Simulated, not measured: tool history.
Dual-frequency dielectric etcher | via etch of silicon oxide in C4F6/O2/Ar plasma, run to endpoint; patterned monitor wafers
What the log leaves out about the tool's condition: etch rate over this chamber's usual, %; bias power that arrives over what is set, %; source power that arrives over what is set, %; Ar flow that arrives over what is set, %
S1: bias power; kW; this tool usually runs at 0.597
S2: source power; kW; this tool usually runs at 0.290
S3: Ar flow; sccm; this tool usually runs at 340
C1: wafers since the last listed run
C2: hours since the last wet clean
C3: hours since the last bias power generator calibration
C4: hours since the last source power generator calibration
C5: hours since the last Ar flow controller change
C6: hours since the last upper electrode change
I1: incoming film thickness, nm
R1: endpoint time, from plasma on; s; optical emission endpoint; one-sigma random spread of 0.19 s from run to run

run,hour,S1,S2,S3,C1,C2,C3,C4,C5,C6,I1,R1
1,0.0,0.714,0.290,340,0,168.1,2030.4,1390.0,4498.6,4727.0,127.0,24.7
2,71.5,0.714,0.290,340,918,239.6,2101.9,1461.5,4570.1,4798.5,126.2,24.2
3,165.7,0.597,0.290,340,1209,333.8,2196.1,1555.7,4664.3,4892.7,127.0,26.2
4,267.0,0.597,0.290,340,1301,435.1,2297.4,1657.0,4765.6,4994.0,126.4,25.9
# hour 325.4: wet clean of the chamber
5,325.9,0.597,0.290,340,448,0.5,2356.3,1715.9,4824.5,5052.9,126.1,27.0
6,364.1,0.597,0.290,340,490,38.7,2394.5,1754.1,4862.7,5091.1,125.3,26.7
7,400.4,0.597,0.290,340,466,75.0,2430.8,1790.4,4899.0,5127.4,127.2,27.0
8,490.4,0.597,0.290,340,1155,165.0,2520.8,1880.4,4989.0,5217.4,127.5,26.7
9,552.1,0.597,0.290,340,792,226.7,2582.5,1942.1,5050.7,5279.1,126.8,26.8
# hour 625.3: bias power generator calibrated
10,625.8,0.597,0.290,310,895,300.4,0.5,2015.8,5124.4,5352.8,126.7,25.9
11,682.9,0.597,0.290,310,733,357.5,57.6,2072.9,5181.5,5409.9,127.3,25.9
# hour 751.2: wet clean of the chamber
12,751.7,0.597,0.290,314,575,0.5,126.4,2141.7,5250.3,5478.7,125.5,26.3
# hour 811.9: Ar flow controller replaced
13,823.2,0.643,0.230,311,841,72.0,197.9,2213.2,11.3,5550.2,127.2,27.7
14,879.3,0.707,0.230,380,720,128.1,254.0,2269.3,67.4,5606.3,125.8,26.4
15,959.9,0.597,0.290,310,1035,208.7,334.6,2349.9,148.0,5686.9,127.7,26.1
16,1036.6,0.643,0.290,423,985,285.4,411.3,2426.6,224.7,5763.6,127.7,26.0
# hour 1088.9: upper electrode replaced
# hour 1134.1: wet clean of the chamber
17,1134.6,0.717,0.360,312,642,0.5,509.3,2524.6,322.7,45.7,127.5,23.2
# hour 1158.8: source power generator calibrated
18,1159.3,0.729,0.250,340,265,25.2,534.0,0.5,347.4,70.4,125.3,25.5
19,1207.2,0.597,0.260,420,615,73.1,581.9,48.4,395.3,118.3,125.7,28.5
20,1253.6,0.597,0.290,340,595,119.5,628.3,94.8,441.7,164.7,126.1,27.0
21,1344.1,0.690,0.290,340,1162,210.0,718.8,185.3,532.2,255.2,127.5,25.0
22,1423.4,0.597,0.290,410,1018,289.3,798.1,264.6,611.5,334.5,126.8,26.8
23,1462.9,0.597,0.290,340,507,328.8,837.6,304.1,651.0,374.0,127.5,26.5

Consider 5 possible next runs. They are alternatives, not a sequence: every one starts from the tool as it was left by run 23. What does each give?
A,1463.3,0.597,0.290,340,5,329.2,838.0,304.5,651.4,374.4,126.3,?
B,1463.3,0.470,0.290,277,5,329.2,838.0,304.5,651.4,374.4,126.3,?
C,1463.3,0.597,0.230,301,5,329.2,838.0,304.5,651.4,374.4,126.3,?
D,1463.3,0.468,0.290,340,5,329.2,838.0,304.5,651.4,374.4,126.3,?
E,1463.3,0.597,0.360,309,5,329.2,838.0,304.5,651.4,374.4,126.3,?

run,R1
A,26.0
B,28.6
C,27.9
D,29.3
E,23.7
With no hidden state in the tool, these same runs would have given:
run,R1
A,27.1
B,29.8
C,29.1
D,30.6
E,24.8
